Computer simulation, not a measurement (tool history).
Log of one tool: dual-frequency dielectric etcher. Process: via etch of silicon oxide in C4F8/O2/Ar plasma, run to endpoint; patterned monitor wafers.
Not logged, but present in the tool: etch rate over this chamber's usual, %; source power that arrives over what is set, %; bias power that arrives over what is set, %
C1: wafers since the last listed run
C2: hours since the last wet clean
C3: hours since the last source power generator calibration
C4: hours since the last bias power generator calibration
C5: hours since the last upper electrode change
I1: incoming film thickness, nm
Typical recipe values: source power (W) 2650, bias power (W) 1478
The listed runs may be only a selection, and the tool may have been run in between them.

run 1 day=0 | source_power_(W)=2650 bias_power_(W)=1478 | C1=0 C2=475.3 C3=4502.8 C4=1780.1 C5=3802.5 | I1=1390.7 | endpoint_time_(s)=247.1
run 2 day=0.508 | source_power_(W)=2650 bias_power_(W)=1478 | C1=92 C2=487.5 C3=4515 C4=1792.3 C5=3814.7 | I1=1406.4 | endpoint_time_(s)=248.5
run 3 day=1.188 | source_power_(W)=2650 bias_power_(W)=1478 | C1=123 C2=503.8 C3=4531.3 C4=1808.6 C5=3831 | I1=1392.3 | endpoint_time_(s)=245.5
run 4 day=1.779 | source_power_(W)=2650 bias_power_(W)=1478 | C1=107 C2=518 C3=4545.5 C4=1822.8 C5=3845.2 | I1=1399.3 | endpoint_time_(s)=246.8
run 5 day=2.279 | source_power_(W)=2650 bias_power_(W)=1478 | C1=90 C2=530 C3=4557.5 C4=1834.8 C5=3857.2 | I1=1415.4 | endpoint_time_(s)=249.8
run 6 day=2.871 | source_power_(W)=2650 bias_power_(W)=1478 | C1=107 C2=544.2 C3=4571.7 C4=1849 C5=3871.4 | I1=1408.8 | endpoint_time_(s)=247.2
run 7 day=3.3 | source_power_(W)=2250 bias_power_(W)=1478 | C1=77 C2=554.5 C3=4582 C4=1859.3 C5=3881.7 | I1=1377.2 | endpoint_time_(s)=267.5
-- day=4.462 source power generator calibrated
-- day=4.8 wet clean of the chamber
-- day=5.308 bias power generator calibrated
-- day=5.458 upper electrode replaced, of another model than before
run 8 day=5.479 | source_power_(W)=2650 bias_power_(W)=1478 | C1=246 C2=16.3 C3=24.4 C4=4.1 C5=0.5 | I1=1400.6 | endpoint_time_(s)=257.3
run 9 day=5.496 | source_power_(W)=2650 bias_power_(W)=1478 | C1=3 C2=16.7 C3=24.8 C4=4.5 C5=0.9 | I1=1394.2 | endpoint_time_(s)=256.8
run 10 day=5.508 | source_power_(W)=2650 bias_power_(W)=1478 | C1=2 C2=17 C3=25.1 C4=4.8 C5=1.2 | I1=1400 | endpoint_time_(s)=259.9
run 11 day=5.85 | source_power_(W)=2130 bias_power_(W)=1761 | C1=62 C2=25.2 C3=33.3 C4=13 C5=9.4 | I1=1401.9 | endpoint_time_(s)=268.2
run 12 day=6.462 | source_power_(W)=2470 bias_power_(W)=1588 | C1=111 C2=39.9 C3=48 C4=27.7 C5=24.1 | I1=1401.5 | endpoint_time_(s)=257.7
run 13 day=7 | source_power_(W)=2650 bias_power_(W)=1478 | C1=97 C2=52.8 C3=60.9 C4=40.6 C5=37 | I1=1397.6 | endpoint_time_(s)=255.1
run 14 day=7.388 | source_power_(W)=2080 bias_power_(W)=1685 | C1=70 C2=62.1 C3=70.2 C4=49.9 C5=46.3 | I1=1404.2 | endpoint_time_(s)=271.4
run 15 day=7.946 | source_power_(W)=2000 bias_power_(W)=1194 | C1=101 C2=75.5 C3=83.6 C4=63.3 C5=59.7 | I1=1404.2 | endpoint_time_(s)=304
run 16 day=8.588 | source_power_(W)=3030 bias_power_(W)=1842 | C1=116 C2=90.9 C3=99 C4=78.7 C5=75.1 | I1=1400.9 | endpoint_time_(s)=227.2
run 17 day=8.925 | source_power_(W)=2650 bias_power_(W)=1478 | C1=61 C2=99 C3=107.1 C4=86.8 C5=83.2 | I1=1398.5 | endpoint_time_(s)=253.8
run 18 day=9.575 | source_power_(W)=3200 bias_power_(W)=1478 | C1=118 C2=114.6 C3=122.7 C4=102.4 C5=98.8 | I1=1392.2 | endpoint_time_(s)=235.3
run 19 day=10.004 | source_power_(W)=2650 bias_power_(W)=1478 | C1=77 C2=124.9 C3=133 C4=112.7 C5=109.1 | I1=1394.9 | endpoint_time_(s)=253.8
run 20 day=10.725 | source_power_(W)=3180 bias_power_(W)=1478 | C1=130 C2=142.2 C3=150.3 C4=130 C5=126.4 | I1=1405.8 | endpoint_time_(s)=237.2

Results for each run, recomputed without the tool's hidden state and with each run's random variation untouched:
run=1 endpoint_time_(s)=256.3
run=2 endpoint_time_(s)=258
run=3 endpoint_time_(s)=255.3
run=4 endpoint_time_(s)=256.9
run=5 endpoint_time_(s)=260.3
run=6 endpoint_time_(s)=257.9
run=7 endpoint_time_(s)=279.3
run=8 endpoint_time_(s)=256.4
run=9 endpoint_time_(s)=255.8
run=10 endpoint_time_(s)=259
run=11 endpoint_time_(s)=267.4
run=12 endpoint_time_(s)=257.3
run=13 endpoint_time_(s)=255
run=14 endpoint_time_(s)=271.5
run=15 endpoint_time_(s)=304.4
run=16 endpoint_time_(s)=227.8
run=17 endpoint_time_(s)=254.7
run=18 endpoint_time_(s)=236.4
run=19 endpoint_time_(s)=255.2
run=20 endpoint_time_(s)=238.9

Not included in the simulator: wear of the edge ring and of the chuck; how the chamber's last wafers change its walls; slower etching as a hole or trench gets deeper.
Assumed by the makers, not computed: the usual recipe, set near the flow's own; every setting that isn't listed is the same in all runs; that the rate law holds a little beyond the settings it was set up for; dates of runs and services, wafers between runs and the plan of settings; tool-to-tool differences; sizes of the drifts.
